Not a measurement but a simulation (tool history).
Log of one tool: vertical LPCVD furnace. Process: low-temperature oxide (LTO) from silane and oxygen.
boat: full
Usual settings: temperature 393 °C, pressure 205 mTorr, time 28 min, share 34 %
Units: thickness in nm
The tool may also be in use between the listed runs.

run	hour	temperature	pressure	time	share	read-back reference wafer on the same gauge, thickness	thickness
1	0	393	205	28	34	148.38	165.66
2	29.8	393	205	28	34	148.49	166.7
# hour 63.7: pressure gauge zeroed
3	64.2	393	205	28	34	148.35	165.94
4	114.6	393	205	28	34	148.29	164.85
5	139.9	393	205	28	34	148.13	164.79
6	183.5	393	205	28	34	148.44	165.36
# hour 241.1: silane flow controller replaced
7	241.6	393	205	28	34	148.15	165.32
# hour 262.6: gauge calibrated
8	278.9	393	205	28	34	151.85	170.51
9	331.6	393	205	28	34	151.52	168.89
10	363.3	393	205	28	34	151.28	167.73
# hour 398: thermocouples replaced and temperature profile calibrated
11	425.8	393	205	28	34	150.81	167.32
12	584	382	225	24	38	150.32	158.56
13	671.1	399	190	28	29	149.98	131.37
14	716.3	385	205	17.5	31	149.83	83
15	770.1	398	225	33.5	38	149.53	268.34
16	834.9	385	205	38	34	149.5	204.68
17	859.9	393	225	28	41	149.39	233.28
18	887	400	185	24	28	149.37	104.88
19	955.4	403	220	28	34	149.15	200.45
20	1001.5	393	225	28	30	149.17	150.89
21	1065.4	383	205	28	34	148.81	148.57
22	1117.7	393	205	28	34	148.98	165.57
23	1158.5	398	225	19.5	28	148.59	101.28
24	1196.6	393	185	28	34	148.89	148.85
25	1262.9	393	250	32.5	30	148.72	197.34
26	1309.7	393	205	38	38	148.57	259.42
27	1354	385	205	39	31	148.57	182.18
28	1399	393	225	28	41	148.6	230.85
29	1461.2	393	205	28	38	148.72	190.82
30	1500.2	393	205	28	28	148.48	124.03
31	1564.9	393	180	28	34	148.4	144.86

Forecast each of these 4 alternatives for the next run:
A	1568.6	393	205	28	34	?	?
B	1568.6	385	205	22.5	34	?	?
C	1568.6	399	220	24.5	34	?	?
D	1568.6	396	185	37	34	?	?

run	read-back reference wafer on the same gauge, thickness	thickness
A	148.49	165.31
B	148.49	120.62
C	148.49	166.55
D	148.49	204.23
Without the tool's hidden state the same runs would have given:
run	thickness
A	169.17
B	123.44
C	170.44
D	209
